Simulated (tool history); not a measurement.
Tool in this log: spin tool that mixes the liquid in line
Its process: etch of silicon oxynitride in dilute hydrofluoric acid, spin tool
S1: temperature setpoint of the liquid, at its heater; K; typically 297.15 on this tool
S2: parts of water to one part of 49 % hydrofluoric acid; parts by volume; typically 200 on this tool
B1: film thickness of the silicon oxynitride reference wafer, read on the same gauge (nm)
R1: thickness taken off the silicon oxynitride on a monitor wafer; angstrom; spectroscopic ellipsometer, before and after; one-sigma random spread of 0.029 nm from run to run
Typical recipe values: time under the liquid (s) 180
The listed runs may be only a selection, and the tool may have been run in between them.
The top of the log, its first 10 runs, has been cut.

Run 11, hour 480.6: usual settings but S2 270 parts by volume, time under the liquid (s) 215; B1 100.044. Result: R1 33.28 angstrom.
Run 12, hour 533.1: usual settings but S2 270 parts by volume, time under the liquid (s) 215; B1 100.155. Result: R1 33.78 angstrom.
Run 13, hour 561.7: usual settings but S2 270 parts by volume, time under the liquid (s) 215; B1 100.243. Result: R1 33.21 angstrom.
Run 14, hour 626.8: usual settings; B1 100.420. Result: R1 39.67 angstrom.
Run 15, hour 661.4: usual settings; B1 100.568. Result: R1 40.22 angstrom.
Run 16, hour 706.8: usual settings but S2 270 parts by volume, time under the liquid (s) 215; B1 100.750. Result: R1 33.60 angstrom.
Run 17, hour 766.6: usual settings but S1 294.65 K, time under the liquid (s) 145; B1 101.028. Result: R1 28.87 angstrom.
Run 18, hour 792.6: usual settings but time under the liquid (s) 85; B1 101.153. Result: R1 18.89 angstrom.
Run 19, hour 843.0: usual settings but S1 295.15 K, S2 115 parts by volume, time under the liquid (s) 150; B1 101.407. Result: R1 57.04 angstrom.
Run 20, hour 898.8: usual settings; B1 101.730. Result: R1 40.35 angstrom.
Run 21, hour 963.6: usual settings but S1 294.65 K, time under the liquid (s) 75; B1 102.138. Result: R1 15.03 angstrom.
At hour 985.2: thermometer replaced.
Run 22, hour 1023.6: usual settings but S2 245 parts by volume, time under the liquid (s) 100; B1 102.540. Result: R1 17.69 angstrom.
Run 23, hour 1068.5: usual settings but S1 294.65 K; B1 102.873. Result: R1 36.47 angstrom.
At hour 1071.0: hydrofluoric acid flow meter replaced.
At hour 1129.9: gauge calibrated.
Run 24, hour 1210.7: usual settings but S1 295.15 K, S2 115 parts by volume, time under the liquid (s) 230; B1 100.560. Result: R1 85.78 angstrom.
Run 25, hour 1268.0: usual settings but S1 299.65 K, time under the liquid (s) 245; B1 100.610. Result: R1 59.76 angstrom.
Run 26, hour 1295.4: usual settings; B1 100.634. Result: R1 40.09 angstrom.
Run 27, hour 1366.0: usual settings; B1 100.739. Result: R1 39.87 angstrom.
Run 28, hour 1404.5: usual settings but S1 294.65 K, S2 140 parts by volume; B1 100.854. Result: R1 53.47 angstrom.
Run 29, hour 1468.3: usual settings but S2 235 parts by volume; B1 101.036. Result: R1 33.61 angstrom.
Run 30, hour 1501.4: usual settings; B1 101.158. Result: R1 40.11 angstrom.

Each row is a separate what-if for the run after 30, all from the same tool condition, not one after another. Results?
Run A, hour 1501.9: usual settings but time under the liquid (s) 125; B1 ?. Result: R1 ?.
Run B, hour 1501.9: usual settings but S2 230 parts by volume, time under the liquid (s) 235; B1 ?. Result: R1 ?.
Run C, hour 1501.9: usual settings but S1 301.65 K, S2 100 parts by volume, time under the liquid (s) 100; B1 ?. Result: R1 ?.
Run D, hour 1501.9: usual settings but S1 294.65 K, S2 105 parts by volume, time under the liquid (s) 135; B1 ?. Result: R1 ?.
Run E, hour 1501.9: usual settings but S1 301.15 K; B1 ?. Result: R1 ?.

run       B1     R1
  A  101.145  27.53
  B  101.145  44.03
  C  101.145  58.73
  D  101.145  54.19
  E  101.145  47.22
What these runs would have given with no unlogged condition in the tool:
run     R1
  A  27.22
  B  43.53
  C  58.06
  D  53.58
  E  46.68

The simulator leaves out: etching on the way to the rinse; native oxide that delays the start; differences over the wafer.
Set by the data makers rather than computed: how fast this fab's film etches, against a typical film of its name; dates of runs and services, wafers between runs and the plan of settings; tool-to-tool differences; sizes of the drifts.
